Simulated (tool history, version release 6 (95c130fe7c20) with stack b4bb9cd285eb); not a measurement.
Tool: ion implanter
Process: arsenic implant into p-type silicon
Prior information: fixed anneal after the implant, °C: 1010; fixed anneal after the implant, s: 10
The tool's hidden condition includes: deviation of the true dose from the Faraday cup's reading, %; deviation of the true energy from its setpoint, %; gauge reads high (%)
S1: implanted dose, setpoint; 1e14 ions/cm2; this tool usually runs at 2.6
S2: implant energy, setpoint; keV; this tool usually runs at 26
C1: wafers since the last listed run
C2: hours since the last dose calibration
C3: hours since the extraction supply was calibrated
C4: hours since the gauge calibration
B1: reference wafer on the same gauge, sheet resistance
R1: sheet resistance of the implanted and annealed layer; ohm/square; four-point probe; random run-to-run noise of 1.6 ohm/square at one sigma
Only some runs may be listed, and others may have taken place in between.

{"run": 1, "hour": 0.0, "S1": 2.6, "S2": 22, "C1": 0, "C2": 376.8, "C3": 5009.6, "C4": 627.6, "B1": 375.27, "R1": 374.69}
{"run": 2, "hour": 65.8, "S1": 2.6, "S2": 26, "C1": 1452, "C2": 442.6, "C3": 5075.4, "C4": 693.4, "B1": 374.8, "R1": 367.21}
{"hour": 130.8, "done": "Faraday cup replaced and dose calibrated"}
{"run": 3, "hour": 131.3, "S1": 2.6, "S2": 31, "C1": 1268, "C2": 0.5, "C3": 5140.9, "C4": 758.9, "B1": 374.91, "R1": 366.39}
{"run": 4, "hour": 158.2, "S1": 2.6, "S2": 31, "C1": 593, "C2": 27.4, "C3": 5167.8, "C4": 785.8, "B1": 375.42, "R1": 365.42}
{"hour": 191.3, "done": "gauge calibrated"}
{"run": 5, "hour": 192.4, "S1": 2.6, "S2": 26, "C1": 754, "C2": 61.6, "C3": 5202, "C4": 1.1, "B1": 375.13, "R1": 371.64}
{"run": 6, "hour": 221.2, "S1": 2.6, "S2": 26, "C1": 635, "C2": 90.4, "C3": 5230.8, "C4": 29.9, "B1": 374.63, "R1": 371.68}
{"run": 7, "hour": 260.1, "S1": 2.6, "S2": 26, "C1": 858, "C2": 129.3, "C3": 5269.7, "C4": 68.8, "B1": 375.9, "R1": 371.67}
{"run": 8, "hour": 315.6, "S1": 2.6, "S2": 26, "C1": 1224, "C2": 184.8, "C3": 5325.2, "C4": 124.3, "B1": 375.45, "R1": 367.05}
{"run": 9, "hour": 365.4, "S1": 2.6, "S2": 26, "C1": 1099, "C2": 234.6, "C3": 5375, "C4": 174.1, "B1": 374.56, "R1": 369.78}
{"run": 10, "hour": 431.5, "S1": 2.6, "S2": 26, "C1": 1458, "C2": 300.7, "C3": 5441.1, "C4": 240.2, "B1": 375.51, "R1": 370.23}
{"run": 11, "hour": 474.3, "S1": 2.6, "S2": 26, "C1": 944, "C2": 343.5, "C3": 5483.9, "C4": 283, "B1": 374.72, "R1": 368.5}
{"run": 12, "hour": 523.5, "S1": 1.98, "S2": 26, "C1": 1085, "C2": 392.7, "C3": 5533.1, "C4": 332.2, "B1": 375.33, "R1": 445.3}
{"hour": 584.0, "done": "extraction supply calibrated"}
{"run": 13, "hour": 584.5, "S1": 2.6, "S2": 24, "C1": 1169, "C2": 453.7, "C3": 0.5, "C4": 393.2, "B1": 375.38, "R1": 374.36}
{"run": 14, "hour": 618.8, "S1": 2.6, "S2": 24, "C1": 756, "C2": 488, "C3": 34.8, "C4": 427.5, "B1": 374.6, "R1": 372.95}
{"hour": 634.4, "done": "Faraday cup replaced and dose calibrated"}
{"run": 15, "hour": 682.0, "S1": 3.08, "S2": 26, "C1": 1218, "C2": 47.6, "C3": 98, "C4": 490.7, "B1": 374.77, "R1": 329.99}
{"run": 16, "hour": 711.7, "S1": 3.17, "S2": 30.5, "C1": 655, "C2": 77.3, "C3": 127.7, "C4": 520.4, "B1": 374.69, "R1": 312.76}
{"run": 17, "hour": 737.2, "S1": 1.98, "S2": 26, "C1": 562, "C2": 102.8, "C3": 153.2, "C4": 545.9, "B1": 375.65, "R1": 452.65}
{"run": 18, "hour": 802.0, "S1": 3.3, "S2": 18.5, "C1": 1430, "C2": 167.6, "C3": 218, "C4": 610.7, "B1": 375.62, "R1": 322.75}
{"run": 19, "hour": 867.6, "S1": 3.09, "S2": 22, "C1": 1447, "C2": 233.2, "C3": 283.6, "C4": 676.3, "B1": 374.57, "R1": 331.3}
{"hour": 899.5, "done": "gauge calibrated"}
{"run": 20, "hour": 907.8, "S1": 2.35, "S2": 17.5, "C1": 887, "C2": 273.4, "C3": 323.8, "C4": 8.3, "B1": 375.38, "R1": 415.61}
{"run": 21, "hour": 958.4, "S1": 2.11, "S2": 22, "C1": 1116, "C2": 324, "C3": 374.4, "C4": 58.9, "B1": 375.29, "R1": 440.5}
{"run": 22, "hour": 1020.0, "S1": 2.6, "S2": 26, "C1": 1359, "C2": 385.6, "C3": 436, "C4": 120.5, "B1": 375.32, "R1": 363.84}
{"hour": 1135.4, "done": "Faraday cup replaced and dose calibrated"}
{"run": 23, "hour": 1206.3, "S1": 2.6, "S2": 26, "C1": 3934, "C2": 70.9, "C3": 622.3, "C4": 306.8, "B1": 374.82, "R1": 371.4}
{"run": 24, "hour": 1234.1, "S1": 3.01, "S2": 26, "C1": 613, "C2": 98.7, "C3": 650.1, "C4": 334.6, "B1": 374.97, "R1": 331.98}
{"run": 25, "hour": 1268.7, "S1": 2.32, "S2": 30, "C1": 763, "C2": 133.3, "C3": 684.7, "C4": 369.2, "B1": 375.53, "R1": 396.09}
{"run": 26, "hour": 1327.8, "S1": 2.6, "S2": 22.5, "C1": 1304, "C2": 192.4, "C3": 743.8, "C4": 428.3, "B1": 374.51, "R1": 372.41}
{"run": 27, "hour": 1391.3, "S1": 2.6, "S2": 26, "C1": 1401, "C2": 255.9, "C3": 807.3, "C4": 491.8, "B1": 374.56, "R1": 368.45}
{"run": 28, "hour": 1443.7, "S1": 2.95, "S2": 26, "C1": 1156, "C2": 308.3, "C3": 859.7, "C4": 544.2, "B1": 374.88, "R1": 334.53}
{"run": 29, "hour": 1491.1, "S1": 1.87, "S2": 34, "C1": 1046, "C2": 355.7, "C3": 907.1, "C4": 591.6, "B1": 374.13, "R1": 449.52}

Hidden state or all else? Some run-to-run changes of R1, split into what the settings, what came in and random variation would give without the hidden state, and what is left for the hidden state (with any gauge scatter that isn't in both results):
Run 2 -> 3: S2 26 -> 31, Faraday cup replaced and dose calibrated. R1 -0.82 ohm/square: hidden state +9.3, all else -10.12.
Run 14 -> 15: S1 2.6 -> 3.08, S2 24 -> 26, Faraday cup replaced and dose calibrated. R1 -42.96 ohm/square: hidden state +5.96, all else -48.92.
Run 16 -> 17: S1 3.17 -> 1.98, S2 30.5 -> 26. R1 +139.89 ohm/square: hidden state -2.39, all else +142.28.
Run 17 -> 18: S1 1.98 -> 3.3, S2 26 -> 18.5. R1 -129.9 ohm/square: hidden state +0.16, all else -130.06.

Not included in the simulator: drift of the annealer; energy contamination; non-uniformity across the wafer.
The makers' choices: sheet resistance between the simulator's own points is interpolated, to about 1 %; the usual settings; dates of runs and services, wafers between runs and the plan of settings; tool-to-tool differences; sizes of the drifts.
